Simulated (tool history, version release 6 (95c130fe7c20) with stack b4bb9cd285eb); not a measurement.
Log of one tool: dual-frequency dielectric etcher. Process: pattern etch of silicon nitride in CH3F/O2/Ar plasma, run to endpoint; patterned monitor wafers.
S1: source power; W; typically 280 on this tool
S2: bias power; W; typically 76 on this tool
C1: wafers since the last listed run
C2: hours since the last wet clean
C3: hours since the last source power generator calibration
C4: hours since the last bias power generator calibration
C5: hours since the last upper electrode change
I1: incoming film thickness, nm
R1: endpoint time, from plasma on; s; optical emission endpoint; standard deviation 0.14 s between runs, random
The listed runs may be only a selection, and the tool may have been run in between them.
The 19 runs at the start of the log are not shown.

run     day   S1  S2    C1     C2      C3      C4      C5     I1    R1
 20  36.358  280  76   564  278.2      39  2309.4  2245.7  23.38  38.3
 21   39.35  350  70  1052    350   110.8  2381.2  2317.5  23.31  34.5
 22  40.667  280  84   463  381.6   142.4  2412.8  2349.1  23.33  37.1
     44.296  -- wet clean of the chamber
 23  44.317  280  76   931    0.5     230  2500.4  2436.7  23.39  38.4
 24  44.596  280  58    98    7.2   236.7  2507.1  2443.4  23.48  41.3
 25    46.3  260  64   599   48.1   277.6    2548  2484.3  23.31  41.8
 26  47.633  280  76   468   80.1   309.6    2580  2516.3  23.63  38.8
 27  49.004  240  89   482    113   342.5  2612.9  2549.2  23.45  40.2
     57.121  -- upper electrode replaced
 28  57.871  310  86  2766  325.8   555.3  2825.7      18  23.56  35.1
     59.317  -- bias power generator calibrated
      61.55  -- wet clean of the chamber
 29  61.571  340  82   890    0.5   644.1    54.1   106.8  23.29  33.7
 30  62.083  240  57   180   12.8   656.4    66.4   119.1  23.31  45.4
 31  69.817  310  89  2719  198.4     842     252   304.7  23.44  34.7
 32  70.829  330  76   356  222.7   866.3   276.3     329  23.39  35.2
 33  73.217  240  58   839    280   923.6   333.6   386.3  23.64  45.9
 34  80.458  330  85  2546  453.8  1097.4   507.4   560.1  23.42  34.1

Below are 5 alternative next runs, each starting from the tool's condition after run 34. Predict each:
  A  80.475  340  76   5  454.2  1097.8  507.8  560.5  23.48   ?
  B  80.475  340  62   5  454.2  1097.8  507.8  560.5  23.48   ?
  C  80.475  340  84   5  454.2  1097.8  507.8  560.5  23.48   ?
  D  80.475  300  93   5  454.2  1097.8  507.8  560.5  23.48   ?
  E  80.475  340  83   5  454.2  1097.8  507.8  560.5  23.48   ?

run    R1
  A  34.7
  B  36.6
  C  33.7
  D    35
  E  33.9
Had the tool no hidden state, the same runs would have come out as:
run    R1
  A  34.7
  B  36.6
  C  33.7
  D    35
  E  33.9
